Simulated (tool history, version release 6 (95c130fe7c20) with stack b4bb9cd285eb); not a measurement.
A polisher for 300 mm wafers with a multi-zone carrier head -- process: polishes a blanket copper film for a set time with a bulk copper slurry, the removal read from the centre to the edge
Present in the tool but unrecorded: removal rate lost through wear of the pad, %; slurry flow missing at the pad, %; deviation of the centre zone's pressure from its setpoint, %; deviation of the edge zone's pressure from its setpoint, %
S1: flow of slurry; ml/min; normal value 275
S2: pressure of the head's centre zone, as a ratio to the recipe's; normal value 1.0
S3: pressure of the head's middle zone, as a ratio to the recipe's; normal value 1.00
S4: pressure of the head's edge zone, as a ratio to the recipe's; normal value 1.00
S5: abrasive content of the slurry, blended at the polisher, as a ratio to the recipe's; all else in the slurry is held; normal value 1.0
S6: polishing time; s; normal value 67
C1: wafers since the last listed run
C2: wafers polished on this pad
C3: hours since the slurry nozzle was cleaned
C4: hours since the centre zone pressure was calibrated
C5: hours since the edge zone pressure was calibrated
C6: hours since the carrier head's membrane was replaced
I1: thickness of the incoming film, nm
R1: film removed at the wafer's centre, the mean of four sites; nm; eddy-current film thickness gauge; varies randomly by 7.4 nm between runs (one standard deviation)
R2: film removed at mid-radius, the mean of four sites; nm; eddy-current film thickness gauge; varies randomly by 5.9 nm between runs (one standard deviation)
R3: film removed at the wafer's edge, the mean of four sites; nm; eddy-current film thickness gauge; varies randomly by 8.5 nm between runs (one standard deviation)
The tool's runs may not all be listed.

| run | hour | S1 | S2 | S3 | S4 | S5 | S6 | C1 | C2 | C3 | C4 | C5 | C6 | I1 | R1 | R2 | R3 |
|---|---|---|---|---|---|---|---|---|---|---|---|---|---|---|---|---|---|
| 1 | 0.0 | 275 | 1.0 | 1.00 | 1.00 | 1.0 | 67 | 0 | 416 | 344.6 | 457.9 | 1026.1 | 1421.6 | 4343.6 | 713.0 | 711.1 | 684.6 |
| 2 | 91.5 | 275 | 1.0 | 1.00 | 1.00 | 1.0 | 67 | 947 | 1364 | 436.1 | 549.4 | 1117.6 | 1513.1 | 4258.7 | 701.0 | 700.1 | 676.5 |
|  | 161.8 | worn pad replaced by a new one |
| 3 | 174.4 | 275 | 1.0 | 1.00 | 1.00 | 1.0 | 67 | 817 | 130 | 519.0 | 632.3 | 1200.5 | 1596.0 | 4416.3 | 707.9 | 696.3 | 695.5 |
| 4 | 242.9 | 275 | 1.0 | 1.00 | 1.00 | 0.9 | 67 | 709 | 839 | 587.5 | 700.8 | 1269.0 | 1664.5 | 4355.4 | 692.7 | 666.8 | 660.3 |
| 5 | 280.0 | 275 | 1.0 | 1.00 | 1.00 | 0.9 | 67 | 384 | 1224 | 624.6 | 737.9 | 1306.1 | 1701.6 | 4354.0 | 663.3 | 665.9 | 655.1 |
| 6 | 317.7 | 275 | 1.0 | 0.95 | 1.00 | 1.0 | 67 | 390 | 1614 | 662.3 | 775.6 | 1343.8 | 1739.3 | 4317.1 | 686.7 | 663.0 | 680.2 |
| 7 | 359.2 | 275 | 1.0 | 0.95 | 1.00 | 1.0 | 67 | 429 | 2044 | 703.8 | 817.1 | 1385.3 | 1780.8 | 4370.5 | 687.7 | 664.6 | 687.7 |
|  | 367.4 | slurry nozzle cleaned |
|  | 396.9 | worn pad replaced by a new one |
|  | 424.9 | edge zone pressure recalibrated |
|  | 474.3 | carrier head's membrane replaced by a new one |
| 8 | 494.6 | 275 | 1.0 | 0.88 | 1.00 | 1.0 | 67 | 1277 | 939 | 127.2 | 952.5 | 69.7 | 20.3 | 4369.2 | 752.7 | 670.8 | 708.6 |
|  | 607.2 | worn pad replaced by a new one |
|  | 640.8 | centre zone pressure recalibrated |
| 9 | 718.0 | 275 | 1.0 | 1.00 | 1.00 | 1.0 | 67 | 2251 | 1127 | 350.6 | 77.2 | 293.1 | 243.7 | 4373.8 | 704.6 | 727.2 | 691.0 |
| 10 | 810.4 | 275 | 1.0 | 1.00 | 1.06 | 1.0 | 67 | 956 | 2084 | 443.0 | 169.6 | 385.5 | 336.1 | 4341.5 | 692.8 | 709.3 | 716.6 |
|  | 851.7 | worn pad replaced by a new one |
| 11 | 854.4 | 275 | 1.0 | 1.00 | 1.00 | 1.0 | 67 | 414 | 27 | 487.0 | 213.6 | 429.5 | 380.1 | 4312.1 | 699.6 | 708.4 | 689.5 |

Run 12 is up next; what results do you expect?
| 12 | 938.0 | 275 | 0.9 | 1.00 | 1.00 | 1.0 | 56 | 865 | 893 | 570.6 | 297.2 | 513.1 | 463.7 | 4301.0 | ? | ? | ? |

Logged for run 12: R1 529.4 nm, R2 591.8 nm, R3 580.3 nm.
On a tool with no hidden condition, and with the same random variation, this run would have come out at R1 540.8 nm, R2 615.9 nm, R3 597.9 nm.

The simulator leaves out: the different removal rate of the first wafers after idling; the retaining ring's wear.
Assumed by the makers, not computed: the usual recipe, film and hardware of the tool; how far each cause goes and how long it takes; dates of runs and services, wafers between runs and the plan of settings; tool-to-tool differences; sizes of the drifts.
